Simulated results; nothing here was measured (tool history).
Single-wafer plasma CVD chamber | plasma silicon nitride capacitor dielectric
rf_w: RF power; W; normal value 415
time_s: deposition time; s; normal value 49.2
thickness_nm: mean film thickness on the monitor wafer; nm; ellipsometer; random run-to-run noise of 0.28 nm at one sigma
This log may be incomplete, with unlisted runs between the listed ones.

run	hour	rf_w	time_s	wafers since the last listed run	hours since the last RF generator calibration	hours since the showerhead was replaced	hours since the gauge calibration	read-back reference wafer on the same gauge, thickness_nm	thickness_nm
1	0.0	455	44.3	0	566.6	3806.7	879.7	82.753	71.165
2	181.1	455	44.3	3362	747.7	3987.8	1060.8	82.903	70.214
3	205.4	455	44.3	451	772.0	4012.1	1085.1	82.921	70.711
4	265.2	415	49.2	1110	831.8	4071.9	1144.9	82.951	76.779
5	313.0	415	49.2	887	879.6	4119.7	1192.7	82.844	76.704
6	520.0	415	49.2	3842	1086.6	4326.7	1399.7	83.039	76.910
7	583.0	480	52.7	1169	1149.6	4389.7	1462.7	83.214	86.242
8	629.5	480	52.7	863	1196.1	4436.2	1509.2	83.096	86.405
9	665.4	480	52.7	666	1232.0	4472.1	1545.1	83.307	86.710
10	698.9	415	49.2	621	1265.5	4505.6	1578.6	83.327	76.618
11	765.0	415	49.2	1227	1331.6	4571.7	1644.7	83.442	76.396
12	826.8	415	49.2	1147	1393.4	4633.5	1706.5	83.377	76.796
13	881.0	460	49.2	1006	1447.6	4687.7	1760.7	83.511	79.650
14	906.9	460	49.2	480	1473.5	4713.6	1786.6	83.487	79.629
15	941.4	415	49.2	640	1508.0	4748.1	1821.1	83.663	76.954
16	975.2	415	49.2	627	1541.8	4781.9	1854.9	83.791	76.871
17	1029.9	375	45.3	1015	1596.5	4836.6	1909.6	83.675	68.655
18	1054.1	375	45.3	449	1620.7	4860.8	1933.8	83.888	68.507
19	1116.4	415	49.2	1156	1683.0	4923.1	1996.1	83.922	77.562
20	1174.4	480	52.7	1076	1741.0	4981.1	2054.1	84.027	87.598
21	1237.2	480	52.3	1165	1803.8	5043.9	2116.9	83.944	86.880
22	1284.3	415	49.2	874	1850.9	5091.0	2164.0	84.199	77.642
23	1339.9	470	49.2	1032	1906.5	5146.6	2219.6	84.404	81.112
24	1368.5	385	56.5	530	1935.1	5175.2	2248.2	84.319	86.299
25	1430.2	490	49.2	1145	1996.8	5236.9	2309.9	84.391	82.262
# hour 1457.7: showerhead replaced
26	1497.5	345	52.7	1100	2064.1	39.8	2377.2	84.550	78.231
# hour 1549.5: RF generator calibrated
27	1550.0	490	43.7	826	0.5	92.3	2429.7	84.616	73.360
# hour 1553.6: gauge calibrated
28	1607.7	375	45.3	1071	58.2	150.0	54.1	81.518	66.511
29	1643.6	380	57.1	666	94.1	185.9	90.0	81.409	83.988
30	1692.0	480	52.7	898	142.5	234.3	138.4	81.461	83.615
31	1749.8	415	49.2	1073	200.3	292.1	196.2	81.423	75.372
32	1775.2	375	53.2	471	225.7	317.5	221.6	81.363	78.299
33	1819.3	355	45.3	818	269.8	361.6	265.7	81.534	65.304
34	1859.2	380	39.6	740	309.7	401.5	305.6	81.530	58.963
35	1922.7	470	56.9	1178	373.2	465.0	369.1	81.388	90.733
36	1984.3	485	57.5	1143	434.8	526.6	430.7	81.379	92.234
37	2048.1	415	43.6	1184	498.6	590.4	494.5	81.455	66.776
38	2105.2	415	49.2	1060	555.7	647.5	551.6	81.399	75.026

Forecast each of these 5 alternatives for the next run:
A	2105.6	360	49.2	7	556.1	647.9	552.0	?	?
B	2105.6	335	56.7	7	556.1	647.9	552.0	?	?
C	2105.6	455	41.5	7	556.1	647.9	552.0	?	?
D	2105.6	470	53.7	7	556.1	647.9	552.0	?	?
E	2105.6	385	53.3	7	556.1	647.9	552.0	?	?

run	read-back reference wafer on the same gauge, thickness_nm	thickness_nm
A	81.613	71.562
B	81.613	80.370
C	81.613	65.503
D	81.613	85.705
E	81.613	79.389
Without the tool's unlogged condition, the same runs would have read:
run	thickness_nm
A	71.896
B	80.745
C	65.810
D	86.106
E	79.760
